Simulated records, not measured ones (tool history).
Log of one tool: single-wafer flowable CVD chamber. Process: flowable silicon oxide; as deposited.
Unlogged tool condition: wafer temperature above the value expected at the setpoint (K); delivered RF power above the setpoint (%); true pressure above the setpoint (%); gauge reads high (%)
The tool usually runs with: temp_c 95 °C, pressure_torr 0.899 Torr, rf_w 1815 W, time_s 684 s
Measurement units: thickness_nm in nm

| run | day | temp_c | pressure_torr | rf_w | time_s | wafers since the last listed run | hours since the last thermocouple change | hours since the last RF generator calibration | hours since the last manometer calibration | hours since the showerhead was replaced | hours since the gauge calibration | read-back reference wafer on the same gauge, thickness_nm | thickness_nm |
|---|---|---|---|---|---|---|---|---|---|---|---|---|---|
| 1 | 0.000 | 95 | 0.791 | 1815 | 684 | 0 | 1953.5 | 197.2 | 159.7 | 2852.1 | 1205.7 | 498.357 | 409.489 |
| 2 | 2.417 | 95 | 0.899 | 1815 | 684 | 219 | 2011.5 | 255.2 | 217.7 | 2910.1 | 1263.7 | 499.508 | 465.552 |
| 3 | 4.517 | 95 | 0.899 | 1815 | 684 | 190 | 2061.9 | 305.6 | 268.1 | 2960.5 | 1314.1 | 499.582 | 463.783 |
| 4 | 6.296 | 95 | 0.899 | 1815 | 580 | 161 | 2104.6 | 348.3 | 310.8 | 3003.2 | 1356.8 | 498.721 | 395.560 |
| 5 | 8.767 | 95 | 0.899 | 1815 | 580 | 224 | 2163.9 | 407.6 | 370.1 | 3062.5 | 1416.1 | 499.142 | 392.515 |
| 6 | 10.283 | 95 | 0.899 | 1815 | 580 | 137 | 2200.3 | 444.0 | 406.5 | 3098.9 | 1452.5 | 499.176 | 396.208 |
| 7 | 12.171 | 95 | 0.762 | 1815 | 593 | 171 | 2245.6 | 489.3 | 451.8 | 3144.2 | 1497.8 | 499.352 | 340.121 |
| 8 | 13.571 | 95 | 0.899 | 1815 | 684 | 127 | 2279.2 | 522.9 | 485.4 | 3177.8 | 1531.4 | 498.610 | 464.750 |
| 9 | 16.183 | 102 | 0.899 | 1815 | 684 | 237 | 2341.9 | 585.6 | 548.1 | 3240.5 | 1594.1 | 499.041 | 373.247 |
| 10 | 17.400 | 95 | 1.090 | 2045 | 684 | 110 | 2371.1 | 614.8 | 577.3 | 3269.7 | 1623.3 | 499.572 | 573.731 |
| 11 | 19.579 | 95 | 0.899 | 1815 | 634 | 197 | 2423.4 | 667.1 | 629.6 | 3322.0 | 1675.6 | 499.160 | 428.086 |
|  | 21.842 | gauge calibrated |
| 12 | 22.167 | 95 | 0.975 | 2080 | 684 | 234 | 2485.5 | 729.2 | 691.7 | 3384.1 | 7.8 | 499.025 | 511.773 |
| 13 | 23.325 | 95 | 0.899 | 1815 | 684 | 105 | 2513.3 | 757.0 | 719.5 | 3411.9 | 35.6 | 498.849 | 462.537 |
|  | 25.000 | thermocouple changed; heater temperature recalibrated |
| 14 | 25.021 | 81 | 0.899 | 2155 | 684 | 123 | 0.5 | 797.7 | 760.2 | 3452.6 | 76.3 | 498.955 | 690.412 |
| 15 | 26.679 | 95 | 0.899 | 1815 | 684 | 150 | 40.3 | 837.5 | 800.0 | 3492.4 | 116.1 | 498.794 | 443.762 |
| 16 | 27.804 | 95 | 1.113 | 1555 | 684 | 102 | 67.3 | 864.5 | 827.0 | 3519.4 | 143.1 | 498.833 | 525.907 |

Run 17 comes next. What will it give?
| 17 | 29.383 | 95 | 1.006 | 1815 | 600 | 143 | 105.2 | 902.4 | 864.9 | 3557.3 | 181.0 | ? | ? |

Run 17 gave read-back reference wafer on the same gauge, thickness_nm 499.080, thickness_nm 430.136 nm.
Were there no unlogged condition in the tool, this run, its random variation unchanged, would have produced thickness_nm 474.223 nm.
